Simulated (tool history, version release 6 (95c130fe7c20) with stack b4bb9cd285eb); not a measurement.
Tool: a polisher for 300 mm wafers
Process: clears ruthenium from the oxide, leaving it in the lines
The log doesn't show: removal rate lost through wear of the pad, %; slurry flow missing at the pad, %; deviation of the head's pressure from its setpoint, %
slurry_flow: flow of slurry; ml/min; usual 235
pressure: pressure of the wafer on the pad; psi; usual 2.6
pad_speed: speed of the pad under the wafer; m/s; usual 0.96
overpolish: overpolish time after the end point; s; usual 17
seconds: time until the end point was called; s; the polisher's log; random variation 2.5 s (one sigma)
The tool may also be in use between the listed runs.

run,hour,slurry_flow,pressure,pad_speed,overpolish,wafers since the last listed run,wafers polished on this pad,hours since the slurry nozzle was cleaned,hours since the head pressure was calibrated,"incoming thickness of the incoming film, nm",seconds
1,0.0,235,3.2,0.96,17,0,550,484.0,194.4,168.7,103.1
2,13.8,235,2.6,0.96,17,99,650,497.8,208.2,171.1,123.5
3,23.6,235,2.6,0.96,17,70,720,507.6,218.0,170.7,123.9
4,40.4,235,2.6,0.96,17,120,841,524.4,234.8,172.6,123.7
5,48.5,235,2.6,0.96,17,58,899,532.5,242.9,171.1,120.0
6,56.1,235,2.6,0.96,17,54,954,540.1,250.5,170.5,123.7
7,71.5,235,2.6,0.96,17,110,1065,555.5,265.9,166.9,119.0
8,78.0,235,2.6,0.96,17,46,1112,562.0,272.4,170.1,122.8
9,94.3,235,2.6,0.96,17,117,1229,578.3,288.7,169.5,125.2
10,102.0,235,2.6,0.96,17,55,1284,586.0,296.4,169.0,123.9
# hour 108.7: worn pad replaced by a new one
11,119.4,235,2.4,0.96,17,96,76,603.4,313.8,172.7,132.2
12,129.4,235,2.6,0.96,17,71,148,613.4,323.8,172.7,122.9
13,143.0,235,2.6,0.96,17,97,246,627.0,337.4,170.8,124.7
14,155.5,235,2.6,0.96,17,89,336,639.5,349.9,170.4,124.0
15,171.4,235,2.6,0.96,17,114,450,655.4,365.8,169.0,123.4
# hour 179.1: slurry nozzle cleaned
16,179.6,235,3.0,0.96,17,51,502,0.5,374.0,171.0,106.8
17,187.8,235,2.2,0.96,17,58,561,8.7,382.2,168.2,138.5
# hour 203.2: head pressure recalibrated
18,204.9,235,2.2,0.96,17,108,670,25.8,1.7,169.6,148.7
19,214.4,170,3.3,0.84,17,68,738,35.3,11.2,167.0,116.7
20,231.2,300,2.6,0.96,17,120,859,52.1,28.0,168.9,123.2
21,248.7,270,3.1,1.30,17,125,985,69.6,45.5,168.5,86.4
22,258.2,235,2.6,0.96,21,68,1053,79.1,55.0,168.9,126.1
# hour 263.8: worn pad replaced by a new one
23,265.5,235,2.6,0.86,14,23,12,86.4,62.3,170.9,137.0
24,274.2,185,2.6,0.96,17,62,75,95.1,71.0,170.0,133.2
25,283.4,265,2.0,0.96,14,66,141,104.3,80.2,170.0,157.1
26,297.3,185,3.3,0.72,9,99,241,118.2,94.1,168.5,122.0
27,305.2,210,1.8,0.70,23,56,298,126.1,102.0,167.9,205.3
28,317.6,235,2.6,1.24,10,89,387,138.5,114.4,172.3,101.7
29,334.2,235,3.5,0.96,23,119,506,155.1,131.0,168.4,95.8

Forecast run 30:
30,342.5,175,2.3,0.96,23,59,566,163.4,139.3,166.9,?

seconds: 139.5 s
Without the tool's hidden state the same run would have given seconds 147.9 s.
